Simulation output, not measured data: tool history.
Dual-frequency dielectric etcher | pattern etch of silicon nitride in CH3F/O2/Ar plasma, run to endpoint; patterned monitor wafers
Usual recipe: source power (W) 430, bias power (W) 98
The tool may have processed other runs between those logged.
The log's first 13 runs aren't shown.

run,day,source power (W),bias power (W),wafers since the last listed run,hours since the last wet clean,hours since the last source power generator calibration,hours since the last bias power generator calibration,hours since the last upper electrode change,"incoming incoming film thickness, nm",endpoint time (s)
14,7.962,390,84,169,19.3,4201.8,1501.9,4537.4,18.03,23.6
15,8.321,430,117,109,27.9,4210.4,1510.5,4546.0,18.12,20.7
# day 8.954: bias power generator calibrated
16,8.975,430,117,149,43.6,4226.1,0.5,4561.7,17.93,20.3
17,9.446,430,98,144,54.9,4237.4,11.8,4573.0,17.98,21.8
18,9.708,430,98,80,61.2,4243.7,18.1,4579.3,17.83,21.6
# day 9.946: source power generator calibrated
19,10.950,430,115,328,91.0,24.1,47.9,4609.1,18.17,20.8
20,11.262,380,98,95,98.5,31.6,55.4,4616.6,17.92,22.5
21,11.900,530,88,195,113.8,46.9,70.7,4631.9,18.37,22.1
22,12.508,510,92,186,128.4,61.5,85.3,4646.5,18.09,21.7
23,13.025,430,98,158,140.8,73.9,97.7,4658.9,18.10,22.1
24,13.475,340,119,137,151.6,84.7,108.5,4669.7,18.20,21.7
# day 14.692: upper electrode replaced
25,15.108,540,98,193,190.8,123.9,147.7,10.0,18.07,21.0
26,15.646,470,90,164,203.7,136.8,160.6,22.9,17.91,22.2
27,16.388,430,98,226,221.5,154.6,178.4,40.7,18.12,22.4

Run 28 is up next; what results do you expect?
28,17.058,480,116,205,237.6,170.7,194.5,56.8,18.09,?

Run 28 gave endpoint time (s) 20.4.
The same run, on a tool lacking any hidden state, would have yielded endpoint time (s) 20.0.
